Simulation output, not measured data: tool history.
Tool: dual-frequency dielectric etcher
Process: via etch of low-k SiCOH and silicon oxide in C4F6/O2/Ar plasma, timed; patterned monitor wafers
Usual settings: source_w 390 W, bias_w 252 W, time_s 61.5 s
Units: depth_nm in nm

run    hour  source_w  bias_w  time_s  wafers since the last listed run  hours since the last wet clean  hours since the last source power generator calibration  hours since the last bias power generator calibration  hours since the last upper electrode change  hours since the gauge calibration  read-back reference wafer on the same gauge, depth_nm  depth_nm
  1       0       460     252    61.5                                 0                           139.2                                                   3528.8                                                 2552.3                                       2854.8                              950.1                                                  190.6       197
  2      40       390     252    61.5                               534                           179.2                                                   3568.8                                                 2592.3                                       2894.8                              990.1                                                    190     186.3
  3   104.7       390     252    61.5                               863                           243.9                                                   3633.5                                                   2657                                       2959.5                             1054.8                                                  189.4     188.4
  4     159       390     252    61.5                               724                           298.2                                                   3687.8                                                 2711.3                                       3013.8                             1109.1                                                  189.6     185.9
  5   183.2       390     252    61.5                               323                           322.4                                                     3712                                                 2735.5                                         3038                             1133.3                                                  189.3     188.1
  6   214.2       390     252    61.5                               413                           353.4                                                     3743                                                 2766.5                                         3069                             1164.3                                                  190.1     186.1
  7   272.4       390     252    61.5                               777                           411.6                                                   3801.2                                                 2824.7                                       3127.2                             1222.5                                                  190.2     185.3
  8     321       370     252    61.5                               648                           460.2                                                   3849.8                                                 2873.3                                       3175.8                             1271.1                                                  189.6       181
      387.9  -- wet clean of the chamber
  9   388.7       370     252    61.5                               583                             0.8                                                   3917.5                                                   2941                                       3243.5                             1338.8                                                    190     182.4
 10   443.5       390     252      57                               731                            55.6                                                   3972.3                                                 2995.8                                       3298.3                             1393.6                                                  189.2     172.3
 11   482.4       390     252      57                               519                            94.5                                                   4011.2                                                 3034.7                                       3337.2                             1432.5                                                  189.8     173.6
 12     523       390     252    61.5                               542                           135.1                                                   4051.8                                                 3075.3                                       3377.8                             1473.1                                                  189.6     186.8
 13   583.4       480     279      74                               806                           195.5                                                   4112.2                                                 3135.7                                       3438.2                             1533.5                                                  189.8     250.7
 14   689.5       390     252    44.5                              1416                           301.6                                                   4218.3                                                 3241.8                                       3544.3                             1639.6                                                  190.1     135.3
 15   749.4       390     252    61.5                               799                           361.5                                                   4278.2                                                 3301.7                                       3604.2                             1699.5                                                  189.6     187.5
      786.7  -- source power generator calibrated
 16     811       340     281      44                               769                           423.1                                                     24.3                                                 3363.3                                       3665.8                             1761.1                                                  190.5     132.9
 17   847.9       390     209    71.5                               492                             460                                                     61.2                                                 3400.2                                       3702.7                               1798                                                  190.1       203
      888.5  -- gauge calibrated
      899.4  -- upper electrode replaced
 18   900.9       320     277    61.5                               387                             513                                                    114.2                                                 3453.2                                          1.5                               12.4                                                  189.8     181.3
 19   925.9       390     232    46.5                               333                             538                                                    139.2                                                 3478.2                                         26.5                               37.4                                                  189.4     135.6
 20   951.4       430     279    61.5                               340                           563.5                                                    164.7                                                 3503.7                                           52                               62.9                                                    190     198.7
 21  1003.5       320     314      78                               695                           615.6                                                    216.8                                                 3555.8                                        104.1                                115                                                  190.2     240.2
       1034  -- wet clean of the chamber
 22  1045.6       390     252    61.5                               241                            11.6                                                    258.9                                                 3597.9                                        146.2                              157.1                                                  189.4     185.5
     1069.6  -- bias power generator calibrated
 23  1107.5       440     252    61.5                               773                            73.5                                                    320.8                                                   37.9                                        208.1                                219                                                  189.6     192.5
 24  1163.4       390     252      47                               746                           129.4                                                    376.7                                                   93.8                                          264                              274.9                                                  189.6     141.2
 25  1208.1       460     223    61.5                               596                           174.1                                                    421.4                                                  138.5                                        308.7                              319.6                                                  189.5     188.8
 26  1262.2       390     252    61.5                               722                           228.2                                                    475.5                                                  192.6                                        362.8                              373.7                                                  190.3     187.3
 27  1289.3       390     292    61.5                               361                           255.3                                                    502.6                                                  219.7                                        389.9                              400.8                                                  189.6       197
 28  1317.2       490     252    61.5                               372                           283.2                                                    530.5                                                  247.6                                        417.8                              428.7                                                  189.5     202.4
 29  1374.2       390     252    61.5                               761                           340.2                                                    587.5                                                  304.6                                        474.8                              485.7                                                  190.5     186.7
 30  1420.4       320     252      48                               616                           386.4                                                    633.7                                                  350.8                                          521                              531.9                                                  189.8     136.6

The tool's hidden state at each run:
etch rate over this chamber's usual, %: 0 in every run
source power that arrives over what is set, %: 0 in every run
bias power that arrives over what is set, %: 0 in every run
gauge reads high (%): 0 in every run

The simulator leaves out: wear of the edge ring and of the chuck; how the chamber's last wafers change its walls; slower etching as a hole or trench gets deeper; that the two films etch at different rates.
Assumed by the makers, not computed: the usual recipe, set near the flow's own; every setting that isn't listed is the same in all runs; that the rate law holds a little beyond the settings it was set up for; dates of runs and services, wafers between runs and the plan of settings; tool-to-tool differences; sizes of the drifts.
